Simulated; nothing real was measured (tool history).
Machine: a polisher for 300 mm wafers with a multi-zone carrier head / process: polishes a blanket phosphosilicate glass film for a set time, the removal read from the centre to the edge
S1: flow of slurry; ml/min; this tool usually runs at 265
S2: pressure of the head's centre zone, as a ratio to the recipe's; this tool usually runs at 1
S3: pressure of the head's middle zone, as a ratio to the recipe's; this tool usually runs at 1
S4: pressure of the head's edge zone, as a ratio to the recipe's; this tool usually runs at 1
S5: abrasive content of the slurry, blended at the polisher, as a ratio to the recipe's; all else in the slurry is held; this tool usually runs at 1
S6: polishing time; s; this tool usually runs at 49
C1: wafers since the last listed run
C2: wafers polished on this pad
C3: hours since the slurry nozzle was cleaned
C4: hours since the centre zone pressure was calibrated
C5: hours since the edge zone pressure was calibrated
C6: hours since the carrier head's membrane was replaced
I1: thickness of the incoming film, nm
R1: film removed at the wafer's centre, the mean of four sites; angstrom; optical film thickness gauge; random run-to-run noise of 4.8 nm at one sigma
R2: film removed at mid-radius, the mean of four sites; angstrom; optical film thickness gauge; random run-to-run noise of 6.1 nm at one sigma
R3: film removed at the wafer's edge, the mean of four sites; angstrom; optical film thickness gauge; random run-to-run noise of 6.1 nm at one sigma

run 1 hour=0 | S1=265 S2=1 S3=1 S4=1 S5=1 S6=49 | C1=0 C2=89 C3=850.6 C4=713.3 C5=271.1 C6=55.3 | I1=4627.1 | R1=4659 R2=5244 R3=5171
run 2 hour=14.7 | S1=265 S2=1 S3=1 S4=1 S5=1 S6=49 | C1=212 C2=302 C3=865.3 C4=728 C5=285.8 C6=70 | I1=4642.4 | R1=4699 R2=5301 R3=5142
run 3 hour=28.3 | S1=265 S2=1 S3=1 S4=1 S5=1 S6=55 | C1=196 C2=499 C3=878.9 C4=741.6 C5=299.4 C6=83.6 | I1=4676.5 | R1=5210 R2=5948 R3=5708
run 4 hour=43.2 | S1=265 S2=1.1 S3=1.06 S4=1 S5=1 S6=49 | C1=215 C2=714 C3=893.8 C4=756.5 C5=314.3 C6=98.5 | I1=4618.2 | R1=5152 R2=5406 R3=5187
run 5 hour=58.8 | S1=265 S2=1 S3=1 S4=0.94 S5=1 S6=49 | C1=225 C2=940 C3=909.4 C4=772.1 C5=329.9 C6=114.1 | I1=4693.3 | R1=4653 R2=5298 R3=4940
run 6 hour=72.1 | S1=300 S2=1 S3=0.93 S4=1 S5=1.2 S6=49 | C1=192 C2=1132 C3=922.7 C4=785.4 C5=343.2 C6=127.4 | I1=4677.7 | R1=4994 R2=5243 R3=5576
-- hour=98.4 worn pad replaced by a new one
-- hour=106.5 slurry nozzle cleaned
run 7 hour=124.1 | S1=265 S2=1 S3=1 S4=0.92 S5=1 S6=49 | C1=680 C2=358 C3=17.6 C4=837.4 C5=395.2 C6=179.4 | I1=4626.4 | R1=4670 R2=5083 R3=4941
run 8 hour=135 | S1=265 S2=1 S3=0.95 S4=1 S5=1 S6=49 | C1=157 C2=515 C3=28.5 C4=848.3 C5=406.1 C6=190.3 | I1=4617.5 | R1=4605 R2=5071 R3=5115
-- hour=157.6 edge zone pressure recalibrated
-- hour=168.4 centre zone pressure recalibrated
run 9 hour=179.2 | S1=265 S2=1.1 S3=1.04 S4=1 S5=1 S6=49 | C1=581 C2=1097 C3=72.7 C4=10.8 C5=21.6 C6=234.5 | I1=4744.2 | R1=6417 R2=5517 R3=5025
run 10 hour=190.3 | S1=265 S2=1.05 S3=1.06 S4=1 S5=1 S6=49 | C1=160 C2=1258 C3=83.8 C4=21.9 C5=32.7 C6=245.6 | I1=4625.1 | R1=6111 R2=5494 R3=5149
run 11 hour=207.8 | S1=265 S2=1 S3=1 S4=1 S5=1 S6=49 | C1=253 C2=1511 C3=101.3 C4=39.4 C5=50.2 C6=263.1 | I1=4676.8 | R1=5698 R2=5199 R3=5190
run 12 hour=218.9 | S1=265 S2=1 S3=1 S4=0.92 S5=1 S6=49 | C1=160 C2=1672 C3=112.4 C4=50.5 C5=61.3 C6=274.2 | I1=4694.5 | R1=5799 R2=5219 R3=4952
-- hour=233.6 worn pad replaced by a new one
run 13 hour=236 | S1=205 S2=1.06 S3=1 S4=1 S5=1.1 S6=55 | C1=189 C2=35 C3=129.5 C4=67.6 C5=78.4 C6=291.3 | I1=4661.1 | R1=6833 R2=5921 R3=5793
run 14 hour=251.9 | S1=235 S2=1 S3=1 S4=1 S5=1 S6=49 | C1=230 C2=265 C3=145.4 C4=83.5 C5=94.3 C6=307.2 | I1=4666.5 | R1=5682 R2=5272 R3=4965
run 15 hour=265.1 | S1=265 S2=1 S3=1 S4=1 S5=1 S6=49 | C1=191 C2=456 C3=158.6 C4=96.7 C5=107.5 C6=320.4 | I1=4655.6 | R1=5717 R2=5234 R3=5160
run 16 hour=274 | S1=265 S2=1.05 S3=1 S4=1 S5=1 S6=64 | C1=128 C2=585 C3=167.5 C4=105.6 C5=116.4 C6=329.3 | I1=4617.7 | R1=7998 R2=6815 R3=6687
run 17 hour=286.1 | S1=265 S2=1 S3=1 S4=1 S5=1 S6=49 | C1=175 C2=760 C3=179.6 C4=117.7 C5=128.5 C6=341.4 | I1=4582.5 | R1=5724 R2=5300 R3=5132
run 18 hour=292.6 | S1=265 S2=1 S3=1 S4=1 S5=1 S6=39 | C1=94 C2=854 C3=186.1 C4=124.2 C5=135 C6=347.9 | I1=4625 | R1=4642 R2=4174 R3=4093
-- hour=299.4 centre zone pressure recalibrated, repeated, since the last time left the tool worse
run 19 hour=300.1 | S1=195 S2=1 S3=1 S4=1 S5=0.85 S6=49 | C1=79 C2=933 C3=193.6 C4=0.7 C5=142.5 C6=355.4 | I1=4633.5 | R1=4525 R2=4841 R3=4701
run 20 hour=313.4 | S1=265 S2=1.05 S3=1 S4=1 S5=0.9 S6=49 | C1=192 C2=1126 C3=206.9 C4=14 C5=155.8 C6=368.7 | I1=4673.2 | R1=5072 R2=5034 R3=4944
run 21 hour=329.6 | S1=265 S2=1 S3=1 S4=1 S5=1 S6=49 | C1=234 C2=1360 C3=223.1 C4=30.2 C5=172 C6=384.9 | I1=4639.2 | R1=4984 R2=5300 R3=5128
-- hour=346.7 worn pad replaced by a new one
run 22 hour=357.6 | S1=265 S2=1 S3=1 S4=1 S5=1 S6=49 | C1=347 C2=158 C3=251.1 C4=58.2 C5=200 C6=412.9 | I1=4666.3 | R1=4938 R2=5261 R3=5092

Alternative continuations, all from the tool just after run 22; predict every row:
run A hour=358 | S1=265 S2=1 S3=1 S4=1 S5=1 S6=49 | C1=5 C2=164 C3=251.5 C4=58.6 C5=200.4 C6=413.3 | I1=4725.6 | R1=? R2=? R3=?
run B hour=358 | S1=265 S2=1 S3=1.1 S4=1 S5=1 S6=49 | C1=5 C2=164 C3=251.5 C4=58.6 C5=200.4 C6=413.3 | I1=4725.6 | R1=? R2=? R3=?
run C hour=358 | S1=265 S2=1 S3=1.11 S4=0.94 S5=1 S6=49 | C1=5 C2=164 C3=251.5 C4=58.6 C5=200.4 C6=413.3 | I1=4725.6 | R1=? R2=? R3=?

run=A R1=4938 R2=5374 R3=5165
run=B R1=4942 R2=5828 R3=5158
run=C R1=4942 R2=5874 R3=5034
Stripped of hidden state, with their random variation kept, the same runs would have yielded:
run=A R1=5005 R2=5374 R3=5165
run=B R1=5009 R2=5828 R3=5158
run=C R1=5009 R2=5873 R3=5034
